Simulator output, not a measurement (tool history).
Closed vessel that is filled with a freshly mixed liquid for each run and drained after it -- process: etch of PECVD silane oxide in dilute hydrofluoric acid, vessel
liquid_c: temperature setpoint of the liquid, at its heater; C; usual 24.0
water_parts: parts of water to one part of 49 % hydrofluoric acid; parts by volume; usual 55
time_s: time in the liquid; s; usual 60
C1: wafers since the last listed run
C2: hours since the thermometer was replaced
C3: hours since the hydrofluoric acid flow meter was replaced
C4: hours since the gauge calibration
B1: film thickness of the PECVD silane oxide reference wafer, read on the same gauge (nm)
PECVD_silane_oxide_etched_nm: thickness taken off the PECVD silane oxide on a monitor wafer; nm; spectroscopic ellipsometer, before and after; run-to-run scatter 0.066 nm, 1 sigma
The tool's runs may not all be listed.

{"run": 1, "day": 0.0, "liquid_c": 24.0, "water_parts": 55, "time_s": 60, "C1": 0, "C2": 714.6, "C3": 2103.2, "C4": 784.3, "B1": 129.99, "PECVD_silane_oxide_etched_nm": 21.87}
{"run": 2, "day": 0.912, "liquid_c": 24.0, "water_parts": 55, "time_s": 60, "C1": 2700, "C2": 736.5, "C3": 2125.1, "C4": 806.2, "B1": 129.97, "PECVD_silane_oxide_etched_nm": 22.02}
{"run": 3, "day": 2.271, "liquid_c": 24.0, "water_parts": 55, "time_s": 35, "C1": 4019, "C2": 769.1, "C3": 2157.7, "C4": 838.8, "B1": 130.0, "PECVD_silane_oxide_etched_nm": 12.86}
{"run": 4, "day": 3.396, "liquid_c": 24.0, "water_parts": 55, "time_s": 60, "C1": 3328, "C2": 796.1, "C3": 2184.7, "C4": 865.8, "B1": 129.99, "PECVD_silane_oxide_etched_nm": 21.84}
{"run": 5, "day": 4.35, "liquid_c": 24.0, "water_parts": 55, "time_s": 60, "C1": 2823, "C2": 819.0, "C3": 2207.6, "C4": 888.7, "B1": 130.01, "PECVD_silane_oxide_etched_nm": 21.98}
{"run": 6, "day": 5.633, "liquid_c": 24.0, "water_parts": 55, "time_s": 60, "C1": 3797, "C2": 849.8, "C3": 2238.4, "C4": 919.5, "B1": 129.99, "PECVD_silane_oxide_etched_nm": 22.05}
{"run": 7, "day": 6.242, "liquid_c": 27.5, "water_parts": 55, "time_s": 60, "C1": 1800, "C2": 864.4, "C3": 2253.0, "C4": 934.1, "B1": 130.02, "PECVD_silane_oxide_etched_nm": 25.42}
{"run": 8, "day": 7.721, "liquid_c": 27.5, "water_parts": 55, "time_s": 60, "C1": 4376, "C2": 899.9, "C3": 2288.5, "C4": 969.6, "B1": 130.0, "PECVD_silane_oxide_etched_nm": 25.34}
{"run": 9, "day": 9.104, "liquid_c": 24.0, "water_parts": 35, "time_s": 40, "C1": 4093, "C2": 933.1, "C3": 2321.7, "C4": 1002.8, "B1": 130.0, "PECVD_silane_oxide_etched_nm": 23.64}
{"run": 10, "day": 9.938, "liquid_c": 24.0, "water_parts": 35, "time_s": 40, "C1": 2465, "C2": 953.1, "C3": 2341.7, "C4": 1022.8, "B1": 129.99, "PECVD_silane_oxide_etched_nm": 23.77}
{"run": 11, "day": 11.358, "liquid_c": 24.0, "water_parts": 55, "time_s": 60, "C1": 4204, "C2": 987.2, "C3": 2375.8, "C4": 1056.9, "B1": 129.97, "PECVD_silane_oxide_etched_nm": 22.13}
{"day": 12.083, "done": "hydrofluoric acid flow meter replaced"}
{"run": 12, "day": 12.233, "liquid_c": 24.0, "water_parts": 55, "time_s": 60, "C1": 2465, "C2": 1008.2, "C3": 3.6, "C4": 1077.9, "B1": 130.03, "PECVD_silane_oxide_etched_nm": 20.44}
{"run": 13, "day": 15.596, "liquid_c": 24.0, "water_parts": 55, "time_s": 60, "C1": 9949, "C2": 1088.9, "C3": 84.3, "C4": 1158.6, "B1": 130.04, "PECVD_silane_oxide_etched_nm": 20.59}
{"run": 14, "day": 16.317, "liquid_c": 27.0, "water_parts": 80, "time_s": 50, "C1": 2132, "C2": 1106.2, "C3": 101.6, "C4": 1175.9, "B1": 130.01, "PECVD_silane_oxide_etched_nm": 12.94}
{"run": 15, "day": 16.979, "liquid_c": 24.0, "water_parts": 40, "time_s": 45, "C1": 1960, "C2": 1122.1, "C3": 117.5, "C4": 1191.8, "B1": 129.93, "PECVD_silane_oxide_etched_nm": 21.68}
{"run": 16, "day": 18.262, "liquid_c": 26.0, "water_parts": 55, "time_s": 60, "C1": 3797, "C2": 1152.9, "C3": 148.3, "C4": 1222.6, "B1": 130.02, "PECVD_silane_oxide_etched_nm": 22.31}
{"run": 17, "day": 19.554, "liquid_c": 24.0, "water_parts": 55, "time_s": 60, "C1": 3821, "C2": 1183.9, "C3": 179.3, "C4": 1253.6, "B1": 130.05, "PECVD_silane_oxide_etched_nm": 20.56}
{"day": 20.875, "done": "gauge calibrated"}
{"run": 18, "day": 22.142, "liquid_c": 24.0, "water_parts": 55, "time_s": 60, "C1": 7656, "C2": 1246.0, "C3": 241.4, "C4": 30.4, "B1": 130.01, "PECVD_silane_oxide_etched_nm": 20.72}
{"run": 19, "day": 23.333, "liquid_c": 24.0, "water_parts": 65, "time_s": 60, "C1": 3526, "C2": 1274.6, "C3": 270.0, "C4": 59.0, "B1": 129.97, "PECVD_silane_oxide_etched_nm": 17.34}
{"run": 20, "day": 24.071, "liquid_c": 27.5, "water_parts": 35, "time_s": 35, "C1": 2182, "C2": 1292.3, "C3": 287.7, "C4": 76.7, "B1": 129.99, "PECVD_silane_oxide_etched_nm": 22.39}
{"run": 21, "day": 24.7, "liquid_c": 22.0, "water_parts": 55, "time_s": 60, "C1": 1861, "C2": 1307.4, "C3": 302.8, "C4": 91.8, "B1": 129.99, "PECVD_silane_oxide_etched_nm": 19.1}
{"run": 22, "day": 26.171, "liquid_c": 24.0, "water_parts": 55, "time_s": 60, "C1": 4352, "C2": 1342.7, "C3": 338.1, "C4": 127.1, "B1": 129.98, "PECVD_silane_oxide_etched_nm": 20.67}
{"run": 23, "day": 28.508, "liquid_c": 24.0, "water_parts": 55, "time_s": 45, "C1": 6916, "C2": 1398.8, "C3": 394.2, "C4": 183.2, "B1": 130.02, "PECVD_silane_oxide_etched_nm": 15.63}
{"run": 24, "day": 29.717, "liquid_c": 27.5, "water_parts": 75, "time_s": 35, "C1": 3575, "C2": 1427.8, "C3": 423.2, "C4": 212.2, "B1": 129.99, "PECVD_silane_oxide_etched_nm": 9.94}
{"run": 25, "day": 30.775, "liquid_c": 24.0, "water_parts": 55, "time_s": 60, "C1": 3131, "C2": 1453.2, "C3": 448.6, "C4": 237.6, "B1": 130.05, "PECVD_silane_oxide_etched_nm": 20.76}
{"day": 31.571, "done": "thermometer replaced"}
{"run": 26, "day": 31.625, "liquid_c": 24.0, "water_parts": 55, "time_s": 60, "C1": 2391, "C2": 1.3, "C3": 469.0, "C4": 258.0, "B1": 129.98, "PECVD_silane_oxide_etched_nm": 20.91}
{"run": 27, "day": 32.996, "liquid_c": 26.0, "water_parts": 55, "time_s": 30, "C1": 4056, "C2": 34.2, "C3": 501.9, "C4": 290.9, "B1": 129.99, "PECVD_silane_oxide_etched_nm": 11.34}
{"run": 28, "day": 34.112, "liquid_c": 27.0, "water_parts": 55, "time_s": 95, "C1": 3304, "C2": 61.0, "C3": 528.7, "C4": 317.7, "B1": 130.02, "PECVD_silane_oxide_etched_nm": 37.47}
{"run": 29, "day": 35.417, "liquid_c": 26.5, "water_parts": 45, "time_s": 50, "C1": 3858, "C2": 92.3, "C3": 560.0, "C4": 349.0, "B1": 130.05, "PECVD_silane_oxide_etched_nm": 23.73}
{"run": 30, "day": 36.875, "liquid_c": 21.5, "water_parts": 70, "time_s": 30, "C1": 4315, "C2": 127.3, "C3": 595.0, "C4": 384.0, "B1": 130.0, "PECVD_silane_oxide_etched_nm": 7.22}
{"run": 31, "day": 40.662, "liquid_c": 24.0, "water_parts": 55, "time_s": 85, "C1": 11206, "C2": 218.2, "C3": 685.9, "C4": 474.9, "B1": 129.96, "PECVD_silane_oxide_etched_nm": 29.83}
{"run": 32, "day": 41.692, "liquid_c": 24.0, "water_parts": 55, "time_s": 60, "C1": 3045, "C2": 242.9, "C3": 710.6, "C4": 499.6, "B1": 129.97, "PECVD_silane_oxide_etched_nm": 20.99}
{"run": 33, "day": 42.667, "liquid_c": 24.0, "water_parts": 65, "time_s": 85, "C1": 2884, "C2": 266.3, "C3": 734.0, "C4": 523.0, "B1": 130.0, "PECVD_silane_oxide_etched_nm": 24.82}

Each row is a separate what-if for the run after 33, all from the same tool condition, not one after another. Results?
{"run": "A", "day": 42.696, "liquid_c": 24.0, "water_parts": 55, "time_s": 60, "C1": 86, "C2": 267.0, "C3": 734.7, "C4": 523.7, "B1": "?", "PECVD_silane_oxide_etched_nm": "?"}
{"run": "B", "day": 42.696, "liquid_c": 28.5, "water_parts": 80, "time_s": 75, "C1": 86, "C2": 267.0, "C3": 734.7, "C4": 523.7, "B1": "?", "PECVD_silane_oxide_etched_nm": "?"}
{"run": "C", "day": 42.696, "liquid_c": 22.0, "water_parts": 30, "time_s": 30, "C1": 86, "C2": 267.0, "C3": 734.7, "C4": 523.7, "B1": "?", "PECVD_silane_oxide_etched_nm": "?"}
{"run": "D", "day": 42.696, "liquid_c": 20.0, "water_parts": 75, "time_s": 60, "C1": 86, "C2": 267.0, "C3": 734.7, "C4": 523.7, "B1": "?", "PECVD_silane_oxide_etched_nm": "?"}

run=A B1=130.00 PECVD_silane_oxide_etched_nm=20.97
run=B B1=130.00 PECVD_silane_oxide_etched_nm=20.86
run=C B1=130.00 PECVD_silane_oxide_etched_nm=18.25
run=D B1=130.00 PECVD_silane_oxide_etched_nm=12.72
The same runs, with their run-to-run variation unchanged, on a tool lacking any hidden condition would have given:
run=A PECVD_silane_oxide_etched_nm=20.33
run=B PECVD_silane_oxide_etched_nm=20.20
run=C PECVD_silane_oxide_etched_nm=17.71
run=D PECVD_silane_oxide_etched_nm=12.33
